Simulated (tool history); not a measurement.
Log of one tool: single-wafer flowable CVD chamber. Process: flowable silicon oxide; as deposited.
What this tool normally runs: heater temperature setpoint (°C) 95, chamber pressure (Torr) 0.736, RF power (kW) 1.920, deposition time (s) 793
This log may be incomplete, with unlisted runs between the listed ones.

| run | hour | heater temperature setpoint (°C) | chamber pressure (Torr) | RF power (kW) | deposition time (s) | read-back reference wafer on the same gauge, thickness_nm | mean film thickness on the monitor wafer (angstrom) |
|---|---|---|---|---|---|---|---|
| 1 | 0.0 | 95 | 0.736 | 1.920 | 793 | 499.805 | 5344.40 |
| 2 | 147.3 | 95 | 0.736 | 1.920 | 793 | 499.979 | 5358.75 |
| 3 | 175.2 | 95 | 0.736 | 1.920 | 729 | 501.120 | 4943.60 |
| 4 | 230.0 | 95 | 0.736 | 1.920 | 729 | 500.584 | 4942.91 |
| 5 | 278.2 | 95 | 0.736 | 1.920 | 793 | 499.903 | 5365.73 |
| 6 | 312.0 | 95 | 0.736 | 1.920 | 793 | 499.618 | 5374.40 |
| 7 | 358.5 | 95 | 0.736 | 1.920 | 793 | 499.560 | 5397.88 |
| 8 | 418.9 | 95 | 0.736 | 1.920 | 793 | 500.420 | 5404.03 |
| 9 | 445.9 | 95 | 0.736 | 1.920 | 793 | 499.733 | 5390.75 |
| 10 | 490.3 | 95 | 0.736 | 1.920 | 793 | 499.947 | 5398.88 |
| 11 | 529.2 | 81 | 0.736 | 1.920 | 793 | 500.074 | 8492.38 |
|  | 567.1 | gauge calibrated |
| 12 | 567.5 | 95 | 0.736 | 1.920 | 793 | 500.363 | 5424.92 |
|  | 599.8 | capacitance manometer re-zeroed and calibrated |
| 13 | 639.0 | 99 | 0.736 | 1.585 | 793 | 499.784 | 4442.46 |
| 14 | 694.6 | 95 | 0.736 | 1.920 | 793 | 500.177 | 5272.04 |
| 15 | 730.6 | 99 | 0.621 | 2.180 | 669 | 499.429 | 3355.65 |
|  | 766.6 | RF generator calibrated |
| 16 | 782.6 | 95 | 0.736 | 1.920 | 793 | 499.704 | 5287.37 |
|  | 834.4 | showerhead replaced |
| 17 | 834.9 | 110 | 0.736 | 1.920 | 646 | 500.389 | 2595.58 |
|  | 849.7 | thermocouple changed; heater temperature recalibrated |
| 18 | 894.9 | 106 | 0.810 | 1.920 | 666 | 499.751 | 3377.02 |
| 19 | 931.7 | 95 | 0.736 | 1.920 | 793 | 500.176 | 5356.64 |
| 20 | 970.5 | 106 | 0.601 | 1.690 | 702 | 499.618 | 2602.75 |
| 21 | 1137.5 | 95 | 0.555 | 1.920 | 793 | 499.514 | 4082.64 |

Here are 5 independent what-if runs from the current tool condition. What would each one return?
| A | 1138.1 | 95 | 0.736 | 1.920 | 793 | ? | ? |
| B | 1138.1 | 108 | 0.736 | 2.085 | 793 | ? | ? |
| C | 1138.1 | 95 | 0.876 | 1.920 | 873 | ? | ? |
| D | 1138.1 | 95 | 0.840 | 2.255 | 793 | ? | ? |
| E | 1138.1 | 95 | 0.736 | 2.195 | 793 | ? | ? |

| run | read-back reference wafer on the same gauge, thickness_nm | mean film thickness on the monitor wafer (angstrom) |
|---|---|---|
| A | 499.466 | 5393.29 |
| B | 499.466 | 3489.19 |
| C | 499.466 | 7058.71 |
| D | 499.466 | 6283.64 |
| E | 499.466 | 5492.01 |
With the hidden condition removed and each run's random variation left untouched, the same runs would have given:
| run | mean film thickness on the monitor wafer (angstrom) |
|---|---|
| A | 5204.56 |
| B | 3367.10 |
| C | 6818.78 |
| D | 6070.05 |
| E | 5299.83 |

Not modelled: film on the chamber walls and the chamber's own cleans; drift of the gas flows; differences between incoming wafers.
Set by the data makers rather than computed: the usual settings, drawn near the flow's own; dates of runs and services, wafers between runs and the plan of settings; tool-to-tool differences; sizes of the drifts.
